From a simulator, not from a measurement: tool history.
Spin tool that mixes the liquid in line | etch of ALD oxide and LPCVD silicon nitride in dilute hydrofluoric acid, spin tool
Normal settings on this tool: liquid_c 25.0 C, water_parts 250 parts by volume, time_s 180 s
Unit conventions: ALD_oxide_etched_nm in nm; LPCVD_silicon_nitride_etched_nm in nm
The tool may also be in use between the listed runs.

run   hour  liquid_c  water_parts  time_s  read-back film thickness of the ALD oxide reference wafer, read on the same gauge (nm)  read-back film thickness of the LPCVD silicon nitride reference wafer, read on the same gauge (nm)  ALD_oxide_etched_nm  LPCVD_silicon_nitride_etched_nm
  1    0.0      25.0          250     180                                                                                  110.02                                                                                              70.016                 7.02                            0.354
  2   10.0      21.5          300     180                                                                                  109.97                                                                                              70.015                 4.90                            0.230
  3   26.4      21.5          300     180                                                                                  110.00                                                                                              70.011                 4.90                            0.242
  4   36.8      25.0          155     180                                                                                  109.98                                                                                              70.036                12.41                            0.574
  5   43.6      25.0          155     180                                                                                  110.02                                                                                              70.019                12.41                            0.560
  6   52.7      25.0          155     180                                                                                  109.99                                                                                              69.996                12.49                            0.470
      58.0  -- gauge calibrated
  7   58.9      25.0          250     180                                                                                  110.03                                                                                              69.989                 7.04                            0.368
  8   75.3      25.0          250     180                                                                                  110.03                                                                                              69.999                 6.99                            0.364
  9   92.4      25.0          250     180                                                                                  109.98                                                                                              69.994                 6.99                            0.338
 10  108.6      22.5          250     115                                                                                  110.02                                                                                              69.981                 4.11                            0.203
 11  121.4      22.5          250     115                                                                                  109.98                                                                                              70.003                 4.11                            0.205
 12  136.9      22.5          190     180                                                                                  109.98                                                                                              69.964                 8.94                            0.362
 13  144.3      25.0          250     180                                                                                  109.99                                                                                              69.996                 7.05                            0.339
     155.0  -- thermometer replaced
 14  159.2      21.5          350     285                                                                                  109.99                                                                                              70.017                 6.96                            0.365
 15  170.8      25.0          250     100                                                                                  110.01                                                                                              69.980                 4.25                            0.220
     180.7  -- hydrofluoric acid flow meter replaced
 16  186.2      23.5          335     210                                                                                  110.00                                                                                              70.013                 5.33                            0.290
 17  195.2      25.0          250     180                                                                                  109.99                                                                                              70.002                 7.05                            0.356
 18  206.6      25.0          340     180                                                                                  110.01                                                                                              70.015                 4.77                            0.270
 19  214.6      25.0          220     125                                                                                  110.03                                                                                              69.999                 5.76                            0.298
     250.7  -- gauge calibrated
 20  253.2      28.0          250     140                                                                                  110.01                                                                                              69.986                 6.14                            0.321

Run 21 has not been measured yet. What should we expect?
 21  269.5      23.5          250     180                                                                                       ?                                                                                                   ?                    ?                                ?

read-back film thickness of the ALD oxide reference wafer, read on the same gauge (nm): 110.02
read-back film thickness of the LPCVD silicon nitride reference wafer, read on the same gauge (nm): 69.980
ALD_oxide_etched_nm: 6.75 nm
LPCVD_silicon_nitride_etched_nm: 0.340 nm
Without the tool's hidden state the same run would have given ALD_oxide_etched_nm 6.72 nm, LPCVD_silicon_nitride_etched_nm 0.344 nm.
